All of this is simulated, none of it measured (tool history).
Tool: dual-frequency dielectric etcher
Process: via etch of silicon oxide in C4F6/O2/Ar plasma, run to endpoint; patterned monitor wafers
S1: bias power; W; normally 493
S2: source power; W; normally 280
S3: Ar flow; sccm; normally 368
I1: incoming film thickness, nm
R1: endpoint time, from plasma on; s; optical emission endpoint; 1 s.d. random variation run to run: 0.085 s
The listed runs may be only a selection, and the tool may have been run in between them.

| run | hour | S1 | S2 | S3 | I1 | R1 |
|---|---|---|---|---|---|---|
| 1 | 0 | 419 | 280 | 368 | 101.1 | 27.7 |
| 2 | 31.8 | 419 | 280 | 368 | 99.6 | 27.2 |
| 3 | 75.7 | 419 | 280 | 368 | 99.6 | 27.1 |
| 4 | 132 | 580 | 280 | 321 | 99.6 | 21.7 |
| 5 | 196.3 | 580 | 280 | 321 | 99.7 | 21.7 |
|  | 241.1 | wet clean of the chamber |
| 6 | 241.6 | 580 | 280 | 321 | 99.5 | 21.8 |
| 7 | 269.4 | 493 | 280 | 340 | 99.3 | 24.1 |
| 8 | 465.2 | 554 | 280 | 368 | 100.5 | 23 |
|  | 520 | Ar flow controller replaced |
| 9 | 529.5 | 554 | 280 | 368 | 101.1 | 23.2 |
| 10 | 582.7 | 554 | 280 | 368 | 99.5 | 22.6 |
| 11 | 648.9 | 493 | 280 | 368 | 100.2 | 24.6 |
| 12 | 719.8 | 493 | 280 | 368 | 101.4 | 24.8 |
|  | 745.5 | wet clean of the chamber |
| 13 | 770.5 | 493 | 280 | 368 | 99.8 | 24.2 |
| 14 | 818.9 | 493 | 280 | 368 | 99.4 | 24.5 |
| 15 | 845.1 | 616 | 280 | 436 | 99.6 | 22 |
| 16 | 886.2 | 493 | 230 | 396 | 99.3 | 26.5 |
| 17 | 920.7 | 493 | 280 | 439 | 98.9 | 25 |
|  | 1003.5 | source power generator calibrated |
| 18 | 1056.7 | 374 | 280 | 283 | 100.2 | 28 |
| 19 | 1081.4 | 493 | 280 | 368 | 98.8 | 24.2 |
| 20 | 1120.9 | 493 | 230 | 368 | 100.3 | 26.3 |
| 21 | 1176.3 | 439 | 240 | 368 | 100.3 | 28.1 |
|  | 1196.8 | bias power generator calibrated |
|  | 1201.4 | upper electrode replaced |
|  | 1236.6 | wet clean of the chamber |
| 22 | 1237.1 | 608 | 280 | 318 | 100.3 | 21.8 |
| 23 | 1261.2 | 378 | 310 | 443 | 99.7 | 29.4 |
| 24 | 1290.6 | 537 | 350 | 305 | 98.8 | 20.9 |
| 25 | 1336.5 | 493 | 280 | 368 | 100 | 24.8 |
| 26 | 1375.8 | 493 | 280 | 368 | 100.7 | 25.1 |
| 27 | 1416.1 | 529 | 300 | 322 | 99.3 | 22.4 |
| 28 | 1466.8 | 424 | 240 | 456 | 99.3 | 29.8 |
| 29 | 1501.8 | 565 | 240 | 298 | 100 | 23.2 |

3 ways to go on from here, each from the tool as it stands after run 29. What would each give?
| A | 1502.2 | 493 | 280 | 368 | 99.4 | ? |
| B | 1502.2 | 384 | 350 | 459 | 99.4 | ? |
| C | 1502.2 | 493 | 220 | 421 | 99.4 | ? |

| run | R1 |
|---|---|
| A | 24.5 |
| B | 27.4 |
| C | 27.5 |
Stripped of hidden state, with their random variation kept, the same runs would have yielded:
| run | R1 |
|---|---|
| A | 24.9 |
| B | 27.7 |
| C | 27.9 |
